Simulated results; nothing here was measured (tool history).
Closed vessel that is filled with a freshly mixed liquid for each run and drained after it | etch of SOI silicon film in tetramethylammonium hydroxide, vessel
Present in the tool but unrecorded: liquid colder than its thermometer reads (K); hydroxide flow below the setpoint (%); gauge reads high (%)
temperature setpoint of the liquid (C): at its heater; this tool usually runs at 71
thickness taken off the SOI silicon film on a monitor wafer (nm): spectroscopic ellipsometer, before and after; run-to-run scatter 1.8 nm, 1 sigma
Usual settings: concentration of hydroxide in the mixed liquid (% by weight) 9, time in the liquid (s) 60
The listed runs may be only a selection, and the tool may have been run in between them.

run	hour	temperature setpoint of the liquid (C)	concentration of hydroxide in the mixed liquid (% by weight)	time in the liquid (s)	wafers since the last listed run	hours since the thermometer was replaced	hours since the hydroxide flow meter was replaced	hours since the gauge calibration	read-back film thickness of the SOI silicon film reference wafer, read on the same gauge (nm)	thickness taken off the SOI silicon film on a monitor wafer (nm)
1	0	71	9	60	0	405.5	674.6	275.2	80.01	478.03
2	26.5	71	10	60	3748	432	701.1	301.7	80	456.15
3	95.1	71	10	60	9704	500.6	769.7	370.3	79.97	457.18
4	110.7	71	10	60	2206	516.2	785.3	385.9	79.99	456.79
5	136.9	71	9	35	3706	542.4	811.5	412.1	79.99	278.58
6	171.8	71	9	35	4937	577.3	846.4	447	80.02	277.34
7	186.1	71	9	70	2022	591.6	860.7	461.3	80	554.58
8	215.6	71	9	75	4173	621.1	890.2	490.8	79.97	594.08
# hour 232.3: hydroxide flow meter replaced
9	251.1	65.5	9	60	4880	656.6	18.8	526.3	79.99	349.46
10	269.2	71	7.5	85	2560	674.7	36.9	544.4	80.02	723.26
# hour 276.9: gauge calibrated
# hour 300.7: thermometer replaced
11	310.6	71	10.5	40	5715	9.9	78.3	33.7	80	307.92
# hour 323.4: hydroxide flow meter replaced, repeated, since the last time left the tool worse
12	337.5	71	8	60	3663	36.8	14.1	60.6	79.99	481.17
13	364.6	71	7.5	85	3833	63.9	41.2	87.7	79.99	695.5
14	380	71	9	70	2178	79.3	56.6	103.1	80.01	540.68
15	439.2	69	11	50	8374	138.5	115.8	162.3	79.99	320.6
16	458.3	75	7.5	80	2701	157.6	134.9	181.4	80.03	825.18
17	492.6	71	10.5	60	4852	191.9	169.2	215.7	80	438.12

Below are 3 alternative next runs, each starting from the tool's condition after run 17. Predict each:
A	493.3	64	9	60	99	192.6	169.9	216.4	?	?
B	493.3	73.5	10	30	99	192.6	169.9	216.4	?	?
C	493.3	71	9	95	99	192.6	169.9	216.4	?	?

run	read-back film thickness of the SOI silicon film reference wafer, read on the same gauge (nm)	thickness taken off the SOI silicon film on a monitor wafer (nm)
A	80.02	305.88
B	80.02	257.73
C	80.02	734.92
Without the tool's hidden state the same runs would have given:
run	thickness taken off the SOI silicon film on a monitor wafer (nm)
A	303.48
B	255.39
C	729.14
